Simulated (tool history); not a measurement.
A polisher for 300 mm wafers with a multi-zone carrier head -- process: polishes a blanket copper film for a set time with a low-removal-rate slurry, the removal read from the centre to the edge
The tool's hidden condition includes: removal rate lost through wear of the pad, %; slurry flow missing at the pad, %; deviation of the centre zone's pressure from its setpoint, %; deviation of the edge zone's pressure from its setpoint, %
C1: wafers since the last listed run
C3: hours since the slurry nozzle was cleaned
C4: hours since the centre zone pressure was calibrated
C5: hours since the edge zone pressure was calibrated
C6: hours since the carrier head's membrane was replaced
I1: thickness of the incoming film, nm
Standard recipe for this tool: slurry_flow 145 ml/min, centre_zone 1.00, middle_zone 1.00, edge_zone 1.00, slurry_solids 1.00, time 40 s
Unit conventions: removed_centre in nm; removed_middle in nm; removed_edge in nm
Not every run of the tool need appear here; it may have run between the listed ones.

{"run": 1, "hour": 0.0, "slurry_flow": 145, "centre_zone": 1.07, "middle_zone": 1.0, "edge_zone": 1.0, "slurry_solids": 1.2, "time": 40, "C1": 0, "wafers polished on this pad": 3402, "C3": 142.9, "C4": 864.8, "C5": 1292.2, "C6": 1465.5, "I1": 817.2, "removed_centre": 97.0, "removed_middle": 90.3, "removed_edge": 89.2}
{"run": 2, "hour": 97.0, "slurry_flow": 145, "centre_zone": 1.0, "middle_zone": 1.0, "edge_zone": 1.0, "slurry_solids": 1.0, "time": 40, "C1": 1679, "wafers polished on this pad": 5082, "C3": 239.9, "C4": 961.8, "C5": 1389.2, "C6": 1562.5, "I1": 819.8, "removed_centre": 83.6, "removed_middle": 83.2, "removed_edge": 87.4}
{"hour": 223.4, "done": "edge zone pressure recalibrated"}
{"hour": 256.5, "done": "carrier head's membrane replaced by a new one"}
{"hour": 266.1, "done": "worn pad replaced by a new one"}
{"hour": 273.2, "done": "slurry nozzle cleaned"}
{"run": 3, "hour": 301.6, "slurry_flow": 145, "centre_zone": 1.0, "middle_zone": 1.0, "edge_zone": 1.0, "slurry_solids": 1.0, "time": 40, "C1": 3334, "wafers polished on this pad": 596, "C3": 28.4, "C4": 1166.4, "C5": 78.2, "C6": 45.1, "I1": 812.4, "removed_centre": 88.2, "removed_middle": 84.0, "removed_edge": 87.0}
{"run": 4, "hour": 378.0, "slurry_flow": 145, "centre_zone": 1.0, "middle_zone": 1.0, "edge_zone": 1.0, "slurry_solids": 1.0, "time": 40, "C1": 1322, "wafers polished on this pad": 1919, "C3": 104.8, "C4": 1242.8, "C5": 154.6, "C6": 121.5, "I1": 831.4, "removed_centre": 87.7, "removed_middle": 88.3, "removed_edge": 86.9}
{"run": 5, "hour": 473.1, "slurry_flow": 145, "centre_zone": 1.0, "middle_zone": 1.0, "edge_zone": 1.0, "slurry_solids": 1.0, "time": 40, "C1": 1646, "wafers polished on this pad": 3565, "C3": 199.9, "C4": 1337.9, "C5": 249.7, "C6": 216.6, "I1": 833.7, "removed_centre": 85.3, "removed_middle": 86.8, "removed_edge": 89.0}
{"run": 6, "hour": 566.8, "slurry_flow": 120, "centre_zone": 1.0, "middle_zone": 1.0, "edge_zone": 1.0, "slurry_solids": 0.85, "time": 40, "C1": 1622, "wafers polished on this pad": 5187, "C3": 293.6, "C4": 1431.6, "C5": 343.4, "C6": 310.3, "I1": 823.0, "removed_centre": 76.2, "removed_middle": 75.4, "removed_edge": 77.8}
{"hour": 605.7, "done": "centre zone pressure recalibrated"}
{"run": 7, "hour": 673.1, "slurry_flow": 120, "centre_zone": 1.0, "middle_zone": 1.0, "edge_zone": 1.0, "slurry_solids": 0.85, "time": 40, "C1": 1805, "wafers polished on this pad": 6993, "C3": 399.9, "C4": 67.4, "C5": 449.7, "C6": 416.6, "I1": 845.6, "removed_centre": 67.8, "removed_middle": 70.3, "removed_edge": 75.0}
{"hour": 700.6, "done": "slurry nozzle cleaned"}
{"hour": 744.8, "done": "worn pad replaced by a new one"}
{"run": 8, "hour": 745.3, "slurry_flow": 145, "centre_zone": 1.0, "middle_zone": 1.0, "edge_zone": 1.0, "slurry_solids": 1.0, "time": 40, "C1": 1163, "wafers polished on this pad": 7, "C3": 44.7, "C4": 139.6, "C5": 521.9, "C6": 488.8, "I1": 828.4, "removed_centre": 87.9, "removed_middle": 85.0, "removed_edge": 89.2}
{"run": 9, "hour": 792.2, "slurry_flow": 125, "centre_zone": 0.93, "middle_zone": 1.0, "edge_zone": 1.0, "slurry_solids": 1.15, "time": 40, "C1": 811, "wafers polished on this pad": 819, "C3": 91.6, "C4": 186.5, "C5": 568.8, "C6": 535.7, "I1": 831.2, "removed_centre": 80.5, "removed_middle": 85.3, "removed_edge": 87.1}
{"run": 10, "hour": 972.2, "slurry_flow": 145, "centre_zone": 0.96, "middle_zone": 1.0, "edge_zone": 1.09, "slurry_solids": 1.0, "time": 40, "C1": 3115, "wafers polished on this pad": 3935, "C3": 271.6, "C4": 366.5, "C5": 748.8, "C6": 715.7, "I1": 826.5, "removed_centre": 79.7, "removed_middle": 80.4, "removed_edge": 88.6}
{"run": 11, "hour": 1029.6, "slurry_flow": 145, "centre_zone": 1.0, "middle_zone": 1.0, "edge_zone": 0.91, "slurry_solids": 1.0, "time": 40, "C1": 993, "wafers polished on this pad": 4929, "C3": 329.0, "C4": 423.9, "C5": 806.2, "C6": 773.1, "I1": 827.7, "removed_centre": 81.3, "removed_middle": 79.6, "removed_edge": 78.6}
{"hour": 1117.1, "done": "slurry nozzle cleaned"}
{"run": 12, "hour": 1120.8, "slurry_flow": 145, "centre_zone": 0.9, "middle_zone": 1.0, "edge_zone": 1.0, "slurry_solids": 1.0, "time": 49, "C1": 1561, "wafers polished on this pad": 6490, "C3": 3.7, "C4": 515.1, "C5": 897.4, "C6": 864.3, "I1": 823.6, "removed_centre": 96.5, "removed_middle": 107.2, "removed_edge": 105.1}
{"hour": 1168.6, "done": "worn pad replaced by a new one"}
{"run": 13, "hour": 1169.1, "slurry_flow": 145, "centre_zone": 1.0, "middle_zone": 1.0, "edge_zone": 1.0, "slurry_solids": 1.0, "time": 40, "C1": 766, "wafers polished on this pad": 8, "C3": 52.0, "C4": 563.4, "C5": 945.7, "C6": 912.6, "I1": 823.9, "removed_centre": 88.2, "removed_middle": 88.5, "removed_edge": 89.9}
{"run": 14, "hour": 1240.9, "slurry_flow": 105, "centre_zone": 0.89, "middle_zone": 1.0, "edge_zone": 1.08, "slurry_solids": 0.85, "time": 40, "C1": 1242, "wafers polished on this pad": 1251, "C3": 123.8, "C4": 635.2, "C5": 1017.5, "C6": 984.4, "I1": 825.4, "removed_centre": 68.2, "removed_middle": 77.3, "removed_edge": 81.6}
{"run": 15, "hour": 1292.5, "slurry_flow": 175, "centre_zone": 1.0, "middle_zone": 1.0, "edge_zone": 1.12, "slurry_solids": 1.0, "time": 36, "C1": 893, "wafers polished on this pad": 2145, "C3": 175.4, "C4": 686.8, "C5": 1069.1, "C6": 1036.0, "I1": 839.9, "removed_centre": 83.3, "removed_middle": 80.7, "removed_edge": 85.5}
{"run": 16, "hour": 1376.3, "slurry_flow": 145, "centre_zone": 0.91, "middle_zone": 1.0, "edge_zone": 1.0, "slurry_solids": 0.8, "time": 40, "C1": 1450, "wafers polished on this pad": 3595, "C3": 259.2, "C4": 770.6, "C5": 1152.9, "C6": 1119.8, "I1": 840.5, "removed_centre": 74.1, "removed_middle": 81.3, "removed_edge": 81.0}
{"run": 17, "hour": 1418.9, "slurry_flow": 115, "centre_zone": 0.92, "middle_zone": 1.0, "edge_zone": 1.0, "slurry_solids": 1.1, "time": 40, "C1": 737, "wafers polished on this pad": 4333, "C3": 301.8, "C4": 813.2, "C5": 1195.5, "C6": 1162.4, "I1": 829.1, "removed_centre": 72.4, "removed_middle": 79.6, "removed_edge": 81.7}
{"run": 18, "hour": 1479.9, "slurry_flow": 125, "centre_zone": 1.0, "middle_zone": 1.0, "edge_zone": 1.0, "slurry_solids": 1.0, "time": 54, "C1": 1055, "wafers polished on this pad": 5389, "C3": 362.8, "C4": 874.2, "C5": 1256.5, "C6": 1223.4, "I1": 814.2, "removed_centre": 105.7, "removed_middle": 106.7, "removed_edge": 111.3}
{"run": 19, "hour": 1528.8, "slurry_flow": 145, "centre_zone": 1.0, "middle_zone": 1.0, "edge_zone": 1.0, "slurry_solids": 0.8, "time": 40, "C1": 846, "wafers polished on this pad": 6235, "C3": 411.7, "C4": 923.1, "C5": 1305.4, "C6": 1272.3, "I1": 820.3, "removed_centre": 76.4, "removed_middle": 74.8, "removed_edge": 77.6}
{"hour": 1538.6, "done": "worn pad replaced by a new one"}
{"hour": 1598.0, "done": "slurry nozzle cleaned"}
{"run": 20, "hour": 1602.3, "slurry_flow": 160, "centre_zone": 1.0, "middle_zone": 0.94, "edge_zone": 1.0, "slurry_solids": 1.0, "time": 40, "C1": 1185, "wafers polished on this pad": 1084, "C3": 4.3, "C4": 996.6, "C5": 1378.9, "C6": 1345.8, "I1": 812.5, "removed_centre": 88.4, "removed_middle": 84.7, "removed_edge": 89.2}
{"run": 21, "hour": 1645.5, "slurry_flow": 145, "centre_zone": 1.0, "middle_zone": 1.06, "edge_zone": 1.0, "slurry_solids": 1.0, "time": 44, "C1": 747, "wafers polished on this pad": 1832, "C3": 47.5, "C4": 1039.8, "C5": 1422.1, "C6": 1389.0, "I1": 828.9, "removed_centre": 96.1, "removed_middle": 98.9, "removed_edge": 97.5}

Predict each of these 4 candidate next runs independently; none follows another, all start after run 21:
{"run": "A", "hour": 1645.9, "slurry_flow": 145, "centre_zone": 1.0, "middle_zone": 1.0, "edge_zone": 1.0, "slurry_solids": 1.0, "time": 40, "C1": 6, "wafers polished on this pad": 1839, "C3": 47.9, "C4": 1040.2, "C5": 1422.5, "C6": 1389.4, "I1": 838.0, "removed_centre": "?", "removed_middle": "?", "removed_edge": "?"}
{"run": "B", "hour": 1645.9, "slurry_flow": 180, "centre_zone": 0.92, "middle_zone": 1.0, "edge_zone": 1.0, "slurry_solids": 1.0, "time": 40, "C1": 6, "wafers polished on this pad": 1839, "C3": 47.9, "C4": 1040.2, "C5": 1422.5, "C6": 1389.4, "I1": 838.0, "removed_centre": "?", "removed_middle": "?", "removed_edge": "?"}
{"run": "C", "hour": 1645.9, "slurry_flow": 145, "centre_zone": 0.93, "middle_zone": 1.0, "edge_zone": 1.1, "slurry_solids": 1.0, "time": 35, "C1": 6, "wafers polished on this pad": 1839, "C3": 47.9, "C4": 1040.2, "C5": 1422.5, "C6": 1389.4, "I1": 838.0, "removed_centre": "?", "removed_middle": "?", "removed_edge": "?"}
{"run": "D", "hour": 1645.9, "slurry_flow": 165, "centre_zone": 1.12, "middle_zone": 0.94, "edge_zone": 1.0, "slurry_solids": 1.0, "time": 40, "C1": 6, "wafers polished on this pad": 1839, "C3": 47.9, "C4": 1040.2, "C5": 1422.5, "C6": 1389.4, "I1": 838.0, "removed_centre": "?", "removed_middle": "?", "removed_edge": "?"}

run=A removed_centre=87.8 removed_middle=86.1 removed_edge=87.3
run=B removed_centre=84.8 removed_middle=89.8 removed_edge=90.0
run=C removed_centre=71.5 removed_middle=75.3 removed_edge=79.7
run=D removed_centre=101.1 removed_middle=83.9 removed_edge=89.1
The same runs, with their run-to-run variation unchanged, on a tool lacking any hidden condition would have given:
run=A removed_centre=88.4 removed_middle=86.6 removed_edge=87.7
run=B removed_centre=85.3 removed_middle=90.3 removed_edge=90.4
run=C removed_centre=72.0 removed_middle=75.8 removed_edge=80.1
run=D removed_centre=101.7 removed_middle=84.3 removed_edge=89.4
